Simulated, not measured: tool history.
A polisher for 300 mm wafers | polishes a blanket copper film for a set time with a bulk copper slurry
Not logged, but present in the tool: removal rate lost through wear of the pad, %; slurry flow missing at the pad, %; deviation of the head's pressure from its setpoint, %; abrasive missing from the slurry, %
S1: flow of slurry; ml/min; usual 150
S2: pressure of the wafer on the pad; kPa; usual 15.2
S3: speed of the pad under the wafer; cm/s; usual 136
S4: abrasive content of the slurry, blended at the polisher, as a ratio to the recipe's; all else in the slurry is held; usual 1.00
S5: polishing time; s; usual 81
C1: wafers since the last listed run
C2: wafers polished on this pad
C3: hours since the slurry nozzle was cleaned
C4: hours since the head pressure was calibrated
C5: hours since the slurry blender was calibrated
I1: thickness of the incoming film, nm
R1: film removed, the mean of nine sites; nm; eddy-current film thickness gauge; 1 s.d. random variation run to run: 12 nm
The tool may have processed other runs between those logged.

run 1 hour=0.0 | S1=150 S2=13.1 S3=136 S4=1.00 S5=81 | C1=0 C2=1509 C3=272.2 C4=613.8 C5=369.3 | I1=4286.7 | R1=623.3
run 2 hour=54.1 | S1=170 S2=15.2 S3=136 S4=1.00 S5=81 | C1=365 C2=1874 C3=326.3 C4=667.9 C5=423.4 | I1=4225.9 | R1=762.1
-- hour=58.1 slurry blender recalibrated
-- hour=116.6 worn pad replaced by a new one
-- hour=138.3 head pressure recalibrated
run 3 hour=242.6 | S1=170 S2=15.2 S3=136 S4=1.00 S5=81 | C1=1219 C2=837 C3=514.8 C4=104.3 C5=184.5 | I1=4294.6 | R1=738.9
run 4 hour=272.9 | S1=150 S2=15.2 S3=136 S4=1.00 S5=81 | C1=204 C2=1042 C3=545.1 C4=134.6 C5=214.8 | I1=4223.2 | R1=728.1
run 5 hour=341.7 | S1=150 S2=15.2 S3=108 S4=1.00 S5=81 | C1=464 C2=1506 C3=613.9 C4=203.4 C5=283.6 | I1=4353.0 | R1=574.7
run 6 hour=391.9 | S1=150 S2=15.2 S3=108 S4=1.00 S5=81 | C1=339 C2=1845 C3=664.1 C4=253.6 C5=333.8 | I1=4247.5 | R1=564.7
-- hour=435.9 slurry blender recalibrated
run 7 hour=456.8 | S1=150 S2=15.2 S3=136 S4=1.00 S5=81 | C1=424 C2=2270 C3=729.0 C4=318.5 C5=20.9 | I1=4235.5 | R1=706.0
run 8 hour=503.8 | S1=150 S2=15.2 S3=136 S4=1.00 S5=81 | C1=317 C2=2588 C3=776.0 C4=365.5 C5=67.9 | I1=4287.4 | R1=701.8
-- hour=508.8 slurry nozzle cleaned
-- hour=514.4 worn pad replaced by a new one
run 9 hour=562.0 | S1=150 S2=15.2 S3=136 S4=1.00 S5=81 | C1=359 C2=321 C3=53.2 C4=423.7 C5=126.1 | I1=4348.2 | R1=776.6
run 10 hour=621.7 | S1=150 S2=15.2 S3=136 S4=1.00 S5=81 | C1=403 C2=724 C3=112.9 C4=483.4 C5=185.8 | I1=4326.5 | R1=763.8
run 11 hour=667.7 | S1=150 S2=15.2 S3=136 S4=1.00 S5=81 | C1=310 C2=1035 C3=158.9 C4=529.4 C5=231.8 | I1=4332.2 | R1=754.8
run 12 hour=711.4 | S1=150 S2=15.2 S3=136 S4=1.00 S5=81 | C1=295 C2=1330 C3=202.6 C4=573.1 C5=275.5 | I1=4246.4 | R1=768.3
run 13 hour=758.0 | S1=150 S2=15.2 S3=136 S4=1.25 S5=81 | C1=314 C2=1645 C3=249.2 C4=619.7 C5=322.1 | I1=4342.6 | R1=769.7
run 14 hour=821.7 | S1=150 S2=15.2 S3=136 S4=1.00 S5=65 | C1=430 C2=2075 C3=312.9 C4=683.4 C5=385.8 | I1=4263.0 | R1=576.9
-- hour=838.9 slurry blender recalibrated
-- hour=850.9 head pressure recalibrated
-- hour=895.6 worn pad replaced by a new one
run 15 hour=896.1 | S1=190 S2=18.6 S3=136 S4=1.00 S5=99 | C1=448 C2=3 C3=387.3 C4=45.2 C5=57.2 | I1=4304.0 | R1=1149.1
run 16 hour=950.0 | S1=150 S2=13.1 S3=136 S4=1.00 S5=81 | C1=364 C2=367 C3=441.2 C4=99.1 C5=111.1 | I1=4271.9 | R1=611.7
run 17 hour=1012.6 | S1=150 S2=15.2 S3=136 S4=1.00 S5=81 | C1=422 C2=790 C3=503.8 C4=161.7 C5=173.7 | I1=4293.4 | R1=710.7
run 18 hour=1077.4 | S1=150 S2=18.6 S3=136 S4=0.90 S5=107 | C1=437 C2=1228 C3=568.6 C4=226.5 C5=238.5 | I1=4288.0 | R1=1120.6
run 19 hour=1117.2 | S1=115 S2=15.2 S3=136 S4=0.90 S5=81 | C1=268 C2=1497 C3=608.4 C4=266.3 C5=278.3 | I1=4287.8 | R1=622.9
-- hour=1138.1 slurry nozzle cleaned
run 20 hour=1188.7 | S1=150 S2=15.2 S3=136 S4=1.00 S5=81 | C1=476 C2=1973 C3=50.6 C4=337.8 C5=349.8 | I1=4293.9 | R1=776.0
run 21 hour=1247.6 | S1=150 S2=11.0 S3=136 S4=1.00 S5=81 | C1=397 C2=2371 C3=109.5 C4=396.7 C5=408.7 | I1=4355.2 | R1=558.4
-- hour=1256.9 slurry blender recalibrated
-- hour=1285.1 worn pad replaced by a new one
run 22 hour=1310.1 | S1=150 S2=13.1 S3=136 S4=1.00 S5=81 | C1=381 C2=168 C3=172.0 C4=459.2 C5=53.2 | I1=4216.4 | R1=641.3
run 23 hour=1355.0 | S1=150 S2=11.7 S3=90 S4=1.00 S5=81 | C1=303 C2=472 C3=216.9 C4=504.1 C5=98.1 | I1=4206.2 | R1=380.4
run 24 hour=1417.8 | S1=150 S2=15.2 S3=136 S4=1.00 S5=81 | C1=424 C2=896 C3=279.7 C4=566.9 C5=160.9 | I1=4303.3 | R1=744.6
run 25 hour=1455.7 | S1=150 S2=12.4 S3=100 S4=0.70 S5=88 | C1=256 C2=1152 C3=317.6 C4=604.8 C5=198.8 | I1=4321.5 | R1=452.2
run 26 hour=1515.7 | S1=150 S2=15.2 S3=88 S4=0.90 S5=81 | C1=405 C2=1557 C3=377.6 C4=664.8 C5=258.8 | I1=4237.3 | R1=468.2
run 27 hour=1556.2 | S1=150 S2=15.2 S3=136 S4=1.00 S5=81 | C1=273 C2=1831 C3=418.1 C4=705.3 C5=299.3 | I1=4268.9 | R1=731.9
-- hour=1607.4 slurry blender recalibrated
-- hour=1608.7 head pressure recalibrated
run 28 hour=1620.3 | S1=150 S2=11.0 S3=136 S4=0.85 S5=81 | C1=410 C2=2242 C3=482.2 C4=11.6 C5=12.9 | I1=4346.2 | R1=498.6
run 29 hour=1650.3 | S1=150 S2=15.2 S3=136 S4=1.00 S5=81 | C1=202 C2=2444 C3=512.2 C4=41.6 C5=42.9 | I1=4306.3 | R1=726.8

Hidden state, per run?
removal rate lost through wear of the pad, %: 0 on each run
deviation of the head's pressure from its setpoint, %: 0 on each run
abrasive missing from the slurry, %: 0 on each run
H1: slurry flow missing at the pad, %
run=1 H1=24.6
run=2 H1=26.9
run=3 H1=32
run=4 H1=32.5
run=5 H1=33.5
run=6 H1=34
run=7 H1=34.6
run=8 H1=34.9
run=9 H1=10.3
run=10 H1=16.6
run=11 H1=20.5
run=12 H1=23.6
run=13 H1=26.4
run=14 H1=29.3
run=15 H1=32
run=16 H1=33.4
run=17 H1=34.8
run=18 H1=35.8
run=19 H1=36.4
run=20 H1=7.71
run=21 H1=14
run=22 H1=19.3
run=23 H1=22.3
run=24 H1=25.7
run=25 H1=27.3
run=26 H1=29.5
run=27 H1=30.6
run=28 H1=32.1
run=29 H1=32.7
